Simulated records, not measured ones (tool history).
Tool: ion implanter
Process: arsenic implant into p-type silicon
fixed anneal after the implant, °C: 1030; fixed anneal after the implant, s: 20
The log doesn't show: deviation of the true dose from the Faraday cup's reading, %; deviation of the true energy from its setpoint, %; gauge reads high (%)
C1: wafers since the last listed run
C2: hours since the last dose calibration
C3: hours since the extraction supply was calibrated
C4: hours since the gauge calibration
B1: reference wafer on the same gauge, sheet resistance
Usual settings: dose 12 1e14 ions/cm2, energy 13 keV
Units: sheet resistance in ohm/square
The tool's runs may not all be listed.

run 1 hour=0 | dose=10.21 energy=13 | C1=0 C2=1425.1 C3=3327.9 C4=833.2 | B1=119.95 | sheet_resistance=121.01
run 2 hour=19 | dose=12 energy=11.5 | C1=524 C2=1444.1 C3=3346.9 C4=852.2 | B1=120.07 | sheet_resistance=113.14
run 3 hour=44.9 | dose=12 energy=11.5 | C1=714 C2=1470 C3=3372.8 C4=878.1 | B1=120.01 | sheet_resistance=113.51
run 4 hour=62.3 | dose=12 energy=11.5 | C1=480 C2=1487.4 C3=3390.2 C4=895.5 | B1=119.9 | sheet_resistance=112.99
run 5 hour=144.7 | dose=14.03 energy=13 | C1=2273 C2=1569.8 C3=3472.6 C4=977.9 | B1=119.94 | sheet_resistance=104.03
run 6 hour=160.4 | dose=14.03 energy=13 | C1=433 C2=1585.5 C3=3488.3 C4=993.6 | B1=120.03 | sheet_resistance=104.43
run 7 hour=190.8 | dose=12 energy=13 | C1=838 C2=1615.9 C3=3518.7 C4=1024 | B1=119.99 | sheet_resistance=111.1
run 8 hour=208.1 | dose=12 energy=13 | C1=477 C2=1633.2 C3=3536 C4=1041.3 | B1=120.15 | sheet_resistance=111.05
run 9 hour=235.9 | dose=12 energy=9.5 | C1=766 C2=1661 C3=3563.8 C4=1069.1 | B1=119.97 | sheet_resistance=114.77
-- hour=246.5 gauge calibrated
run 10 hour=262.1 | dose=12 energy=13 | C1=722 C2=1687.2 C3=3590 C4=15.6 | B1=119.99 | sheet_resistance=111.02
run 11 hour=296.2 | dose=12 energy=13 | C1=940 C2=1721.3 C3=3624.1 C4=49.7 | B1=119.96 | sheet_resistance=111.22
run 12 hour=310 | dose=12 energy=13 | C1=380 C2=1735.1 C3=3637.9 C4=63.5 | B1=119.93 | sheet_resistance=110.97
run 13 hour=338 | dose=12 energy=13 | C1=772 C2=1763.1 C3=3665.9 C4=91.5 | B1=120.12 | sheet_resistance=110.9
run 14 hour=365.2 | dose=12 energy=13 | C1=750 C2=1790.3 C3=3693.1 C4=118.7 | B1=119.92 | sheet_resistance=111.12
run 15 hour=392.4 | dose=12 energy=13 | C1=750 C2=1817.5 C3=3720.3 C4=145.9 | B1=119.99 | sheet_resistance=110.45
run 16 hour=416.5 | dose=12 energy=13 | C1=664 C2=1841.6 C3=3744.4 C4=170 | B1=119.91 | sheet_resistance=111.11
run 17 hour=431.5 | dose=14.13 energy=16.5 | C1=413 C2=1856.6 C3=3759.4 C4=185 | B1=120.09 | sheet_resistance=100.29
run 18 hour=445.4 | dose=12 energy=13 | C1=383 C2=1870.5 C3=3773.3 C4=198.9 | B1=119.94 | sheet_resistance=110.98
-- hour=478.8 Faraday cup replaced and dose calibrated
run 19 hour=479.3 | dose=12 energy=13 | C1=714 C2=0.5 C3=3807.2 C4=232.8 | B1=120.02 | sheet_resistance=109.7
run 20 hour=512.6 | dose=12 energy=13 | C1=918 C2=33.8 C3=3840.5 C4=266.1 | B1=120.15 | sheet_resistance=109.86
run 21 hour=542.7 | dose=9.29 energy=11.5 | C1=830 C2=63.9 C3=3870.6 C4=296.2 | B1=120.06 | sheet_resistance=126.05
run 22 hour=559.8 | dose=15.59 energy=8.5 | C1=471 C2=81 C3=3887.7 C4=313.3 | B1=119.94 | sheet_resistance=104.18
-- hour=578.2 extraction supply calibrated
run 23 hour=595.1 | dose=12 energy=13 | C1=753 C2=116.3 C3=16.9 C4=348.6 | B1=120.04 | sheet_resistance=109.31
run 24 hour=610.6 | dose=13.34 energy=13 | C1=427 C2=131.8 C3=32.4 C4=364.1 | B1=120.1 | sheet_resistance=105.04
-- hour=645.9 Faraday cup replaced and dose calibrated, repeated, since the last time left the tool worse
run 25 hour=646.4 | dose=12 energy=13 | C1=766 C2=0.5 C3=68.2 C4=399.9 | B1=120 | sheet_resistance=112.94
run 26 hour=668.6 | dose=15.31 energy=9.5 | C1=612 C2=22.7 C3=90.4 C4=422.1 | B1=119.94 | sheet_resistance=105.43
run 27 hour=731.8 | dose=14.92 energy=13 | C1=1743 C2=85.9 C3=153.6 C4=485.3 | B1=120.03 | sheet_resistance=103.11
run 28 hour=753.2 | dose=9.01 energy=15.5 | C1=590 C2=107.3 C3=175 C4=506.7 | B1=119.98 | sheet_resistance=129.96
run 29 hour=768.6 | dose=12 energy=13 | C1=424 C2=122.7 C3=190.4 C4=522.1 | B1=120 | sheet_resistance=113.27
run 30 hour=788.3 | dose=12 energy=13 | C1=543 C2=142.4 C3=210.1 C4=541.8 | B1=120.01 | sheet_resistance=112.82
run 31 hour=814.3 | dose=14.37 energy=9.5 | C1=717 C2=168.4 C3=236.1 C4=567.8 | B1=120.09 | sheet_resistance=107.72
run 32 hour=842.3 | dose=12 energy=9 | C1=772 C2=196.4 C3=264.1 C4=595.8 | B1=120.07 | sheet_resistance=116.71
run 33 hour=861.3 | dose=13.71 energy=9.5 | C1=524 C2=215.4 C3=283.1 C4=614.8 | B1=120.01 | sheet_resistance=109.99
run 34 hour=891.7 | dose=12 energy=13 | C1=838 C2=245.8 C3=313.5 C4=645.2 | B1=120.05 | sheet_resistance=112.86
run 35 hour=923.1 | dose=10.56 energy=16 | C1=866 C2=277.2 C3=344.9 C4=676.6 | B1=119.96 | sheet_resistance=117.4
run 36 hour=953.7 | dose=15.26 energy=8.5 | C1=844 C2=307.8 C3=375.5 C4=707.2 | B1=120.01 | sheet_resistance=106.55
run 37 hour=976 | dose=9.69 energy=9.5 | C1=615 C2=330.1 C3=397.8 C4=729.5 | B1=119.83 | sheet_resistance=129.73

Forecast each of these 4 alternatives for the next run:
run A hour=976.4 | dose=12 energy=13 | C1=11 C2=330.5 C3=398.2 C4=729.9 | B1=? | sheet_resistance=?
run B hour=976.4 | dose=10.67 energy=11 | C1=11 C2=330.5 C3=398.2 C4=729.9 | B1=? | sheet_resistance=?
run C hour=976.4 | dose=10.56 energy=11.5 | C1=11 C2=330.5 C3=398.2 C4=729.9 | B1=? | sheet_resistance=?
run D hour=976.4 | dose=15.25 energy=9 | C1=11 C2=330.5 C3=398.2 C4=729.9 | B1=? | sheet_resistance=?

run=A B1=119.93 sheet_resistance=112.22
run=B B1=119.93 sheet_resistance=121.22
run=C B1=119.93 sheet_resistance=121.4
run=D B1=119.93 sheet_resistance=105.77
Without the tool's hidden state the same runs would have given:
run=A sheet_resistance=112.26
run=B sheet_resistance=121.26
run=C sheet_resistance=121.45
run=D sheet_resistance=105.8
